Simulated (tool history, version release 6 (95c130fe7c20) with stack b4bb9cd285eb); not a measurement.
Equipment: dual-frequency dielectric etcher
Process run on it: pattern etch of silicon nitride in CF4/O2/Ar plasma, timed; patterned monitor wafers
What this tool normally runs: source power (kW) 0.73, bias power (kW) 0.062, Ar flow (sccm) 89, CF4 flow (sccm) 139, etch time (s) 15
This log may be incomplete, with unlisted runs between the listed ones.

run,hour,source power (kW),bias power (kW),Ar flow (sccm),CF4 flow (sccm),etch time (s),wafers since the last listed run,hours since the last wet clean,hours since the last source power generator calibration,hours since the last bias power generator calibration,hours since the last Ar flow controller change,hours since the last CF4 flow controller change,hours since the last upper electrode change,hours since the gauge calibration,"read-back reference wafer on the same gauge, depth_nm",mean etch depth across the wafer (Å)
1,0,0.73,0.069,89,109,15,0,130,87.5,23.8,4961.3,2747.3,175.9,1011.8,43.79,470.2
2,22,0.73,0.062,89,139,13,321,152,109.5,45.8,4983.3,2769.3,197.9,1033.8,43.72,392.8
# hour 30.3: CF4 flow controller replaced
3,41,0.73,0.074,89,139,19,189,171,128.5,64.8,5002.3,10.7,216.9,1052.8,43.82,625.5
4,73.7,0.62,0.068,104,162,15,477,203.7,161.2,97.5,5035,43.4,249.6,1085.5,43.8,392.5
5,104.7,0.62,0.068,104,162,15,452,234.7,192.2,128.5,5066,74.4,280.6,1116.5,43.81,388.8
# hour 116.8: Ar flow controller replaced
6,133.1,0.73,0.071,89,139,12.5,327,263.1,220.6,156.9,16.3,102.8,309,1144.9,43.79,398.7
7,157,0.56,0.071,102,170,15,349,287,244.5,180.8,40.2,126.7,332.9,1168.8,43.85,358.7
# hour 212.2: gauge calibrated
# hour 260.1: wet clean of the chamber
8,260.6,0.79,0.062,89,104,15,1162,0.5,348.1,284.4,143.8,230.3,436.5,48.4,43.83,487
9,275.4,0.68,0.046,89,139,15,216,15.3,362.9,299.2,158.6,245.1,451.3,63.2,43.79,358
10,309,0.73,0.062,89,139,15,490,48.9,396.5,332.8,192.2,278.7,484.9,96.8,43.82,460.5
11,330.1,0.83,0.062,89,107,15,308,70,417.6,353.9,213.3,299.8,506,117.9,43.79,513
12,343.5,0.73,0.07,81,108,17.5,195,83.4,431,367.3,226.7,313.2,519.4,131.3,43.86,560.5
13,357.7,0.73,0.048,82,139,13,207,97.6,445.2,381.5,240.9,327.4,533.6,145.5,43.76,344.5
14,376.1,0.73,0.048,89,112,19,268,116,463.6,399.9,259.3,345.8,552,163.9,43.77,482.5
15,401.1,0.79,0.062,89,162,15,365,141,488.6,424.9,284.3,370.8,577,188.9,43.81,500
16,427.2,0.78,0.062,106,139,10.5,381,167.1,514.7,451,310.4,396.9,603.1,215,43.85,329.9
17,442.1,0.73,0.062,89,139,15,217,182,529.6,465.9,325.3,411.8,618,229.9,43.78,451.8
18,478.1,0.73,0.062,89,139,15,525,218,565.6,501.9,361.3,447.8,654,265.9,43.83,451.8

The next listed run, before its measurement:
19,491.9,0.87,0.062,89,115,18,201,231.8,579.4,515.7,375.1,461.6,667.8,279.7,?,?

{"run 19": {"read-back reference wafer on the same gauge, depth_nm": 43.8, "mean etch depth across the wafer (Å)": 633}}
With no hidden state in the tool, this same run would have given mean etch depth across the wafer (Å) 647.
